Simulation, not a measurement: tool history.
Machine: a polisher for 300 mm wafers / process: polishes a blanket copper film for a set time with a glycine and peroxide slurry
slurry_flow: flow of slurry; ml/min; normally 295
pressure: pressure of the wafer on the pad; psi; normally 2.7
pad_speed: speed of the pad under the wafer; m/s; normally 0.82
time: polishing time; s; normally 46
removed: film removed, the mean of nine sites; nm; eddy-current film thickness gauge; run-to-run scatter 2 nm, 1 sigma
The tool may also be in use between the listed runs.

| run | hour | slurry_flow | pressure | pad_speed | time | wafers since the last listed run | wafers polished on this pad | hours since the slurry nozzle was cleaned | hours since the head pressure was calibrated | incoming thickness of the incoming film, nm | removed |
|---|---|---|---|---|---|---|---|---|---|---|---|
| 1 | 0 | 295 | 2.7 | 0.82 | 46 | 0 | 2230 | 142 | 402.4 | 1821.7 | 193.6 |
| 2 | 59.2 | 295 | 2.7 | 0.82 | 46 | 691 | 2922 | 201.2 | 461.6 | 1782.9 | 192 |
| 3 | 99.3 | 295 | 2.7 | 0.82 | 46 | 468 | 3390 | 241.3 | 501.7 | 1813.8 | 192 |
|  | 107.9 | worn pad replaced by a new one |
| 4 | 132.8 | 295 | 2.7 | 0.82 | 46 | 344 | 290 | 274.8 | 535.2 | 1801.8 | 192 |
| 5 | 170.8 | 295 | 2.7 | 0.82 | 46 | 443 | 734 | 312.8 | 573.2 | 1816.9 | 193 |
| 6 | 260.1 | 295 | 2.7 | 0.82 | 46 | 1042 | 1776 | 402.1 | 662.5 | 1785 | 189.8 |
|  | 319.4 | head pressure recalibrated |
| 7 | 319.9 | 295 | 2.7 | 0.82 | 46 | 675 | 2451 | 461.9 | 0.5 | 1812.4 | 188.5 |
| 8 | 385.8 | 295 | 2.7 | 0.82 | 46 | 769 | 3221 | 527.8 | 66.4 | 1755.8 | 192.8 |
|  | 412.3 | worn pad replaced by a new one |
| 9 | 440.5 | 295 | 2.7 | 0.82 | 46 | 592 | 328 | 582.5 | 121.1 | 1794.2 | 191 |
| 10 | 471 | 295 | 2.7 | 0.82 | 46 | 356 | 685 | 613 | 151.6 | 1781.1 | 192.9 |
|  | 518 | slurry nozzle cleaned |
| 11 | 520.8 | 295 | 2.7 | 0.82 | 46 | 569 | 1254 | 2.8 | 201.4 | 1787.7 | 193.3 |
| 12 | 587.1 | 295 | 3.5 | 0.82 | 50 | 774 | 2029 | 69.1 | 267.7 | 1785 | 258.6 |
|  | 718.5 | worn pad replaced by a new one |
| 13 | 753.6 | 295 | 2.7 | 0.82 | 46 | 1897 | 410 | 235.6 | 434.2 | 1808.1 | 194.8 |
| 14 | 809.6 | 380 | 2 | 0.54 | 61 | 653 | 1064 | 291.6 | 490.2 | 1806 | 153.4 |
| 15 | 857.6 | 390 | 2.7 | 0.82 | 46 | 560 | 1624 | 339.6 | 538.2 | 1773 | 194.8 |
| 16 | 901.8 | 335 | 3.4 | 0.82 | 46 | 516 | 2140 | 383.8 | 582.4 | 1776.6 | 233.9 |

Forecast run 17:
| 17 | 926.1 | 225 | 3.2 | 0.9 | 46 | 283 | 2424 | 408.1 | 606.7 | 1776.7 | ? |

For run 17 the tool returned removed 228.7 nm.
Minus the tool's unlogged condition, the same run would have read removed 228.7 nm.

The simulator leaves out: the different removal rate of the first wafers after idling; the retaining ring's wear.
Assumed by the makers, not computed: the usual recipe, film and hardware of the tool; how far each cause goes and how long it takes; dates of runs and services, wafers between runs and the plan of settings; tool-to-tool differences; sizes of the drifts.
